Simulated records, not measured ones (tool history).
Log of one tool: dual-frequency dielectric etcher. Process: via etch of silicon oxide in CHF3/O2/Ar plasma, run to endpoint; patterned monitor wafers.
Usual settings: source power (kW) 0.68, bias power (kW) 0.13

run    hour  source power (kW)  bias power (kW)  incoming incoming film thickness, nm  endpoint time (s)
  1       0               0.68             0.13                                 513.9              312.6
  2    66.8               0.68             0.13                                   520              315.4
  3   122.4               0.75             0.13                                 519.9              304.8
  4   180.9               0.68             0.13                                 516.7                313
  5   232.6               0.68             0.13                                 516.1              311.2
  6   271.1               0.68             0.13                                 516.7              310.5
  7     309               0.68             0.13                                 522.1              314.7
      387.1  -- wet clean of the chamber
  8   387.6               0.68             0.13                                 517.5                318
  9   442.6               0.68             0.13                                 518.8              317.3
 10   489.3               0.68             0.13                                 514.7              313.1
      522.9  -- bias power generator calibrated
 11   527.7               0.68             0.13                                 518.4              313.5
 12     564               0.81             0.13                                 513.8              294.2
 13   600.3               0.68            0.116                                 518.5              328.2
 14   666.4               0.58            0.115                                 522.3              349.3
 15     693               0.56            0.146                                 515.6              318.4
 16   747.8               0.68            0.143                                 519.1              302.3
      780.4  -- source power generator calibrated
      781.1  -- wet clean of the chamber
 17   784.2               0.68             0.13                                 514.2              314.8
 18   819.8               0.59             0.15                                   515              310.8
 19   859.3               0.56            0.099                                 521.7              377.4
 20    1005               0.68            0.116                                 518.4              327.8
       1056  -- upper electrode replaced
 21  1056.5               0.56             0.13                                 517.9              333.9
 22  1077.8               0.75            0.104                                 512.6              327.4
 23  1151.6               0.68            0.105                                 517.7              339.7
     1181.7  -- wet clean of the chamber
 24  1210.1               0.68             0.12                                 516.6              323.3
 25  1236.4               0.68            0.111                                 514.8              332.6
 26  1290.3               0.68             0.13                                 520.8              317.5
 27  1494.1               0.74             0.13                                   517              301.9
     1524.3  -- wet clean of the chamber
 28  1544.9               0.55            0.105                                 518.6              369.7

The tool's hidden state at each run:
source power that arrives over what is set, %: 0 in every run
bias power that arrives over what is set, %: 0 in every run
H1: etch rate over this chamber's usual, %
run       H1
  1    0.186
  2     0.44
  3    0.652
  4    0.874
  5     1.07
  6     1.22
  7     1.36
  8   -0.249
  9  -0.0396
 10    0.138
 11    0.284
 12    0.422
 13     0.56
 14    0.811
 15    0.912
 16     1.12
 17   -0.115
 18   0.0199
 19     0.17
 20    0.724
 21     0.92
 22        1
 23     1.28
 24    0.215
 25    0.315
 26     0.52
 27     1.29
 28   0.0569
